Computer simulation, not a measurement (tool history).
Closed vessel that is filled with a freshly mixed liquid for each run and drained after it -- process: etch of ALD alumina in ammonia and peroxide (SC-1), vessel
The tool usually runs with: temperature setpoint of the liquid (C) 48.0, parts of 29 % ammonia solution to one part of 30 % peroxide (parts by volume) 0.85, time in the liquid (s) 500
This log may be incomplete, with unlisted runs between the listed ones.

run     day  temperature setpoint of the liquid (C)  parts of 29 % ammonia solution to one part of 30 % peroxide (parts by volume)  time in the liquid (s)  wafers since the last listed run  hours since the thermometer was replaced  hours since the ammonia flow meter was replaced  hours since the drum of ammonia solution was connected  hours since the gauge calibration  read-back film thickness of the ALD alumina reference wafer, read on the same gauge (nm)  thickness taken off the ALD alumina on a monitor wafer (Å)
  1   0.000                                    48.0                                                                           0.75                     500                                 0                                    2412.1                                            150.5                                                   437.0                              170.0                                                                                    110.01                                                       264.2
  2   1.904                                    48.0                                                                           0.85                     500                              4589                                    2457.8                                            196.2                                                   482.7                              215.7                                                                                    110.02                                                       267.0
  3   6.154                                    48.0                                                                           0.95                     500                             10243                                    2559.8                                            298.2                                                   584.7                              317.7                                                                                    110.01                                                       271.2
      8.979  -- thermometer replaced
  4   9.842                                    48.0                                                                           0.95                     500                              8787                                      20.7                                            386.7                                                   673.2                              406.2                                                                                    109.98                                                       269.9
  5  12.504                                    48.0                                                                           0.95                     500                              6417                                      84.6                                            450.6                                                   737.1                              470.1                                                                                    109.98                                                       269.8
  6  14.038                                    48.0                                                                           0.85                     275                              3695                                     121.4                                            487.4                                                   773.9                              506.9                                                                                    109.97                                                       146.6
     15.262  -- new drum of ammonia solution connected
  7  17.354                                    48.0                                                                           0.65                     500                              7893                                     201.0                                            567.0                                                    50.2                              586.5                                                                                    109.98                                                       264.3
  8  21.025                                    48.0                                                                           0.65                     500                              8847                                     289.1                                            655.1                                                   138.3                              674.6                                                                                    109.97                                                       263.0
  9  22.879                                    48.0                                                                           0.85                     500                              4469                                     333.6                                            699.6                                                   182.8                              719.1                                                                                    110.00                                                       270.3
 10  27.167                                    38.5                                                                           1.05                     500                             10334                                     436.5                                            802.5                                                   285.7                              822.0                                                                                    110.02                                                       159.2
 11  28.875                                    48.0                                                                           0.85                     500                              4117                                     477.5                                            843.5                                                   326.7                              863.0                                                                                    110.01                                                       269.5
 12  33.529                                    55.0                                                                           0.85                     500                             11217                                     589.2                                            955.2                                                   438.4                              974.7                                                                                    109.96                                                       395.5
 13  37.458                                    48.0                                                                           0.85                     500                              9470                                     683.5                                           1049.5                                                   532.7                             1069.0                                                                                    110.02                                                       268.9
 14  40.671                                    51.5                                                                           0.85                     500                              7743                                     760.6                                           1126.6                                                   609.8                             1146.1                                                                                    109.98                                                       326.1
     43.529  -- new drum of ammonia solution connected
 15  44.200                                    48.0                                                                           0.85                     500                              8405                                     845.3                                           1211.3                                                    16.1                             1230.8                                                                                    110.00                                                       272.3
 16  47.588                                    39.0                                                                           0.50                     250                              8164                                     926.6                                           1292.6                                                    97.4                             1312.1                                                                                    109.99                                                        76.9
 17  50.138                                    48.0                                                                           0.65                     305                              6146                                     987.8                                           1353.8                                                   158.6                             1373.3                                                                                    110.02                                                       161.9
     52.012  -- ammonia flow meter replaced
 18  52.579                                    48.0                                                                           0.85                     500                              5784                                    1046.4                                             13.6                                                   217.2                             1431.9                                                                                    110.04                                                       269.0
 19  54.083                                    48.0                                                                           1.10                     500                              3625                                    1082.5                                             49.7                                                   253.3                             1468.0                                                                                    110.03                                                       275.1
 20  56.554                                    56.5                                                                           0.65                     290                              5955                                    1141.8                                            109.0                                                   312.6                             1527.3                                                                                    110.01                                                       239.3
 21  60.683                                    52.5                                                                           0.70                     280                              9952                                    1240.9                                            208.1                                                   411.7                             1626.4                                                                                    110.01                                                       188.5
 22  63.142                                    38.0                                                                           0.85                     500                              5925                                    1299.9                                            267.1                                                   470.7                             1685.4                                                                                    110.02                                                       150.3
 23  65.388                                    51.5                                                                           0.85                     585                              5413                                    1353.8                                            321.0                                                   524.6                             1739.3                                                                                    110.00                                                       379.6
 24  67.375                                    51.0                                                                           0.85                     745                              4790                                    1401.5                                            368.7                                                   572.3                             1787.0                                                                                    110.02                                                       469.3
 25  70.783                                    52.5                                                                           0.70                     280                              8215                                    1483.3                                            450.5                                                   654.1                             1868.8                                                                                    110.00                                                       188.3
 26  73.033                                    48.0                                                                           0.85                     500                              5423                                    1537.3                                            504.5                                                   708.1                             1922.8                                                                                    110.01                                                       266.9
 27  75.996                                    48.0                                                                           1.15                     500                              7140                                    1608.4                                            575.6                                                   779.2                             1993.9                                                                                    110.02                                                       275.9
     78.846  -- new drum of ammonia solution connected
 28  78.900                                    48.0                                                                           0.85                     405                              6899                                    1678.1                                            645.3                                                     1.3                             2063.6                                                                                    110.02                                                       218.3

Each row is a separate what-if for the run after 28, all from the same tool condition, not one after another. Results?
  A  78.933                                    48.0                                                                           0.85                     500                                80                                    1678.9                                            646.1                                                     2.1                             2064.4                                                                                         ?                                                           ?
  B  78.933                                    58.0                                                                           0.85                     500                                80                                    1678.9                                            646.1                                                     2.1                             2064.4                                                                                         ?                                                           ?
  C  78.933                                    42.0                                                                           0.85                     500                                80                                    1678.9                                            646.1                                                     2.1                             2064.4                                                                                         ?                                                           ?
  D  78.933                                    53.0                                                                           0.85                     500                                80                                    1678.9                                            646.1                                                     2.1                             2064.4                                                                                         ?                                                           ?
  E  78.933                                    52.5                                                                           0.50                     500                                80                                    1678.9                                            646.1                                                     2.1                             2064.4                                                                                         ?                                                           ?

run  read-back film thickness of the ALD alumina reference wafer, read on the same gauge (nm)  thickness taken off the ALD alumina on a monitor wafer (Å)
  A                                                                                    110.01                                                       270.7
  B                                                                                    110.01                                                       463.7
  C                                                                                    110.01                                                       192.4
  D                                                                                    110.01                                                       355.9
  E                                                                                    110.01                                                       329.5
What these runs would have given with no unlogged condition in the tool:
run  thickness taken off the ALD alumina on a monitor wafer (Å)
  A                                                       269.1
  B                                                       461.0
  C                                                       191.3
  D                                                       353.9
  E                                                       327.6

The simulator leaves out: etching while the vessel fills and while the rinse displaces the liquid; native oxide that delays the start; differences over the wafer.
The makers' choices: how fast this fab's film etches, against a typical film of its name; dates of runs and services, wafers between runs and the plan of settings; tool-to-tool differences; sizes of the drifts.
